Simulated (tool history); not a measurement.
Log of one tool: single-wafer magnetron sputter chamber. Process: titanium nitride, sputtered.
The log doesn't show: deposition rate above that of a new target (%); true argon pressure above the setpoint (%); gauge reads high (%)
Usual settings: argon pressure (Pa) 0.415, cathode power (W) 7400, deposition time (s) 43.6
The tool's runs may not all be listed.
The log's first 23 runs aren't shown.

run   hour  argon pressure (Pa)  cathode power (W)  deposition time (s)  wafers since the last listed run  wafers on the sputter target  hours since the last manometer calibration  hours since the magnet pack was replaced  hours since the gauge calibration  read-back reference wafer on the same gauge, thickness_nm  mean film thickness on the monitor wafer (nm)
     609.5  -- capacitance manometer re-zeroed and calibrated
 24    610                0.415               6000                 43.6                               214                          3189                                         0.5                                     242.5                               56.4                                                     48.262                                         43.535
 25    703                0.479               8600                 40.1                              1187                          4376                                        93.5                                     335.5                              149.4                                                     48.382                                          54.65
     717.5  -- sputter target and shields replaced
 26    718                0.415               7400                 43.6                                89                             6                                       108.5                                     350.5                              164.4                                                     48.301                                         55.825
 27  735.5                0.476               9050                 39.6                               223                           229                                         126                                       368                              181.9                                                     48.314                                         61.147
 28  749.5                0.415               7400                 43.6                               178                           408                                         140                                       382                              195.9                                                     48.301                                         55.419
 29  761.8                0.295               7400                 43.6                               157                           565                                       152.3                                     394.3                              208.2                                                     48.285                                         57.407
 30  789.3                0.415               7400                 43.6                               351                           916                                       179.8                                     421.8                              235.7                                                     48.277                                         55.472
 31  802.1                0.415               7400                 43.6                               163                          1079                                       192.6                                     434.6                              248.5                                                     48.278                                         55.393

Forecast each of these 5 alternatives for the next run:
  A  802.5                0.415               7400                 40.2                                 5                          1085                                         193                                       435                              248.9                                                          ?                                              ?
  B  802.5                0.354               5900                 36.2                                 5                          1085                                         193                                       435                              248.9                                                          ?                                              ?
  C  802.5                0.415               5700                 43.6                                 5                          1085                                         193                                       435                              248.9                                                          ?                                              ?
  D  802.5                0.501               8900                   50                                 5                          1085                                         193                                       435                              248.9                                                          ?                                              ?
  E  802.5                0.564               9050                 52.2                                 5                          1085                                         193                                       435                              248.9                                                          ?                                              ?

run  read-back reference wafer on the same gauge, thickness_nm  mean film thickness on the monitor wafer (nm)
  A                                                     48.283                                         51.316
  B                                                     48.283                                          37.46
  C                                                     48.283                                          42.87
  D                                                     48.283                                             75
  E                                                     48.283                                         78.285
Without the tool's hidden state the same runs would have given:
run  mean film thickness on the monitor wafer (nm)
  A                                         51.574
  B                                         37.649
  C                                         43.086
  D                                         75.377
  E                                         78.678
